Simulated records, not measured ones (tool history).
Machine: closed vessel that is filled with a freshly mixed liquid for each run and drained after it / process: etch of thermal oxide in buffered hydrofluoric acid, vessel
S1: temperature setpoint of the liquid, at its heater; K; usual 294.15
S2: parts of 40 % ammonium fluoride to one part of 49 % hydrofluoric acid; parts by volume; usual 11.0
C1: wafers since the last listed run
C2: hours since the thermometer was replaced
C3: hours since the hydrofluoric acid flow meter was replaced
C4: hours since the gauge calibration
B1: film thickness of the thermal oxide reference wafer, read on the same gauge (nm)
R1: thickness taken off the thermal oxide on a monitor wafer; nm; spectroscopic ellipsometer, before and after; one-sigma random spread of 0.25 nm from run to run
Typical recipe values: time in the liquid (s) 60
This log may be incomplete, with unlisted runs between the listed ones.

{"run": 1, "hour": 0.0, "S1": 294.15, "S2": 11.0, "time in the liquid (s)": 80, "C1": 0, "C2": 752.4, "C3": 2345.8, "C4": 185.6, "B1": 140.02, "R1": 67.64}
{"run": 2, "hour": 33.9, "S1": 294.15, "S2": 11.0, "time in the liquid (s)": 60, "C1": 4521, "C2": 786.3, "C3": 2379.7, "C4": 219.5, "B1": 140.01, "R1": 50.86}
{"run": 3, "hour": 62.8, "S1": 294.15, "S2": 11.0, "time in the liquid (s)": 60, "C1": 3854, "C2": 815.2, "C3": 2408.6, "C4": 248.4, "B1": 140.0, "R1": 50.5}
{"run": 4, "hour": 78.8, "S1": 294.15, "S2": 11.0, "time in the liquid (s)": 60, "C1": 2133, "C2": 831.2, "C3": 2424.6, "C4": 264.4, "B1": 140.0, "R1": 50.54}
{"run": 5, "hour": 98.3, "S1": 294.15, "S2": 11.0, "time in the liquid (s)": 60, "C1": 2600, "C2": 850.7, "C3": 2444.1, "C4": 283.9, "B1": 140.0, "R1": 50.34}
{"run": 6, "hour": 113.4, "S1": 294.15, "S2": 11.0, "time in the liquid (s)": 60, "C1": 2013, "C2": 865.8, "C3": 2459.2, "C4": 299.0, "B1": 140.01, "R1": 50.33}
{"run": 7, "hour": 135.1, "S1": 294.15, "S2": 11.0, "time in the liquid (s)": 60, "C1": 2894, "C2": 887.5, "C3": 2480.9, "C4": 320.7, "B1": 139.98, "R1": 50.37}
{"run": 8, "hour": 165.1, "S1": 294.15, "S2": 11.0, "time in the liquid (s)": 60, "C1": 4001, "C2": 917.5, "C3": 2510.9, "C4": 350.7, "B1": 140.03, "R1": 50.54}
{"run": 9, "hour": 208.8, "S1": 294.15, "S2": 9.5, "time in the liquid (s)": 60, "C1": 5828, "C2": 961.2, "C3": 2554.6, "C4": 394.4, "B1": 140.0, "R1": 56.73}
{"run": 10, "hour": 227.6, "S1": 294.15, "S2": 9.5, "time in the liquid (s)": 60, "C1": 2507, "C2": 980.0, "C3": 2573.4, "C4": 413.2, "B1": 140.02, "R1": 56.73}
{"run": 11, "hour": 251.6, "S1": 294.15, "S2": 11.0, "time in the liquid (s)": 70, "C1": 3200, "C2": 1004.0, "C3": 2597.4, "C4": 437.2, "B1": 139.99, "R1": 58.15}
{"hour": 270.6, "done": "hydrofluoric acid flow meter replaced"}
{"run": 12, "hour": 278.1, "S1": 294.15, "S2": 11.0, "time in the liquid (s)": 70, "C1": 3400, "C2": 1030.5, "C3": 7.5, "C4": 463.7, "B1": 140.01, "R1": 58.4}
{"run": 13, "hour": 307.2, "S1": 294.15, "S2": 11.0, "time in the liquid (s)": 70, "C1": 3881, "C2": 1059.6, "C3": 36.6, "C4": 492.8, "B1": 139.99, "R1": 58.04}
{"run": 14, "hour": 323.9, "S1": 294.15, "S2": 9.0, "time in the liquid (s)": 60, "C1": 2227, "C2": 1076.3, "C3": 53.3, "C4": 509.5, "B1": 140.02, "R1": 58.62}
{"run": 15, "hour": 355.1, "S1": 294.15, "S2": 9.0, "time in the liquid (s)": 60, "C1": 4161, "C2": 1107.5, "C3": 84.5, "C4": 540.7, "B1": 140.01, "R1": 58.25}
{"run": 16, "hour": 380.8, "S1": 294.15, "S2": 11.0, "time in the liquid (s)": 60, "C1": 3427, "C2": 1133.2, "C3": 110.2, "C4": 566.4, "B1": 139.99, "R1": 49.94}
{"run": 17, "hour": 399.1, "S1": 294.15, "S2": 11.0, "time in the liquid (s)": 60, "C1": 2440, "C2": 1151.5, "C3": 128.5, "C4": 584.7, "B1": 140.0, "R1": 49.7}
{"run": 18, "hour": 442.2, "S1": 294.15, "S2": 11.0, "time in the liquid (s)": 60, "C1": 5748, "C2": 1194.6, "C3": 171.6, "C4": 627.8, "B1": 140.01, "R1": 49.62}
{"hour": 456.7, "done": "gauge calibrated"}
{"run": 19, "hour": 466.0, "S1": 294.15, "S2": 11.0, "time in the liquid (s)": 35, "C1": 3174, "C2": 1218.4, "C3": 195.4, "C4": 9.3, "B1": 139.99, "R1": 28.95}
{"run": 20, "hour": 496.1, "S1": 294.15, "S2": 11.0, "time in the liquid (s)": 80, "C1": 4014, "C2": 1248.5, "C3": 225.5, "C4": 39.4, "B1": 139.98, "R1": 66.32}
{"hour": 510.6, "done": "thermometer replaced"}
{"run": 21, "hour": 511.0, "S1": 294.15, "S2": 14.0, "time in the liquid (s)": 60, "C1": 1853, "C2": 0.4, "C3": 240.4, "C4": 54.3, "B1": 140.0, "R1": 41.24}
{"run": 22, "hour": 523.9, "S1": 294.15, "S2": 11.0, "time in the liquid (s)": 60, "C1": 1720, "C2": 13.3, "C3": 253.3, "C4": 67.2, "B1": 140.0, "R1": 51.95}
{"run": 23, "hour": 546.1, "S1": 294.15, "S2": 8.5, "time in the liquid (s)": 30, "C1": 2960, "C2": 35.5, "C3": 275.5, "C4": 89.4, "B1": 140.0, "R1": 32.32}
{"run": 24, "hour": 580.9, "S1": 291.15, "S2": 8.5, "time in the liquid (s)": 85, "C1": 4641, "C2": 70.3, "C3": 310.3, "C4": 124.2, "B1": 140.0, "R1": 77.37}
{"run": 25, "hour": 615.9, "S1": 298.65, "S2": 15.5, "time in the liquid (s)": 80, "C1": 4667, "C2": 105.3, "C3": 345.3, "C4": 159.2, "B1": 139.99, "R1": 63.4}
{"run": 26, "hour": 635.5, "S1": 294.15, "S2": 14.0, "time in the liquid (s)": 60, "C1": 2614, "C2": 124.9, "C3": 364.9, "C4": 178.8, "B1": 140.0, "R1": 40.81}
{"run": 27, "hour": 655.4, "S1": 298.65, "S2": 9.5, "time in the liquid (s)": 60, "C1": 2654, "C2": 144.8, "C3": 384.8, "C4": 198.7, "B1": 140.02, "R1": 74.96}
{"run": 28, "hour": 670.1, "S1": 294.15, "S2": 11.0, "time in the liquid (s)": 60, "C1": 1960, "C2": 159.5, "C3": 399.5, "C4": 213.4, "B1": 140.0, "R1": 51.87}
{"run": 29, "hour": 697.4, "S1": 290.15, "S2": 11.0, "time in the liquid (s)": 60, "C1": 3640, "C2": 186.8, "C3": 426.8, "C4": 240.7, "B1": 140.01, "R1": 41.68}
{"run": 30, "hour": 711.5, "S1": 299.15, "S2": 13.0, "time in the liquid (s)": 50, "C1": 1880, "C2": 200.9, "C3": 440.9, "C4": 254.8, "B1": 140.01, "R1": 47.46}
{"run": 31, "hour": 746.3, "S1": 299.15, "S2": 13.5, "time in the liquid (s)": 30, "C1": 4641, "C2": 235.7, "C3": 475.7, "C4": 289.6, "B1": 140.0, "R1": 27.52}
{"run": 32, "hour": 764.4, "S1": 297.65, "S2": 8.5, "time in the liquid (s)": 85, "C1": 2413, "C2": 253.8, "C3": 493.8, "C4": 307.7, "B1": 140.02, "R1": 110.95}

Below, some changes in R1 between adjacent runs. For each, the amount present without the hidden state too (settings, incoming material, random variation) and the amount remaining for the hidden state with gauge scatter not shared by both compared results:
What the log doesn't record here: liquid colder than its thermometer reads (K); hydrofluoric acid flow above the setpoint (%); gauge reads high (%).
Run 18 -> 19: time in the liquid (s) 60 -> 35, gauge calibrated. R1 -20.67 nm: hidden state +0.91, all else -21.58.
Run 19 -> 20: time in the liquid (s) 35 -> 80. R1 +37.37 nm: hidden state -1.77, all else +39.14.
Run 20 -> 21: S2 11.0 -> 14.0, time in the liquid (s) 80 -> 60, thermometer replaced. R1 -25.08 nm: hidden state +3.00, all else -28.08.
Run 23 -> 24: S1 294.15 -> 291.15, time in the liquid (s) 30 -> 85. R1 +45.05 nm: hidden state -0.25, all else +45.30.
Run 31 -> 32: S1 299.15 -> 297.65, S2 13.5 -> 8.5, time in the liquid (s) 30 -> 85. R1 +83.43 nm: hidden state -0.88, all else +84.31.
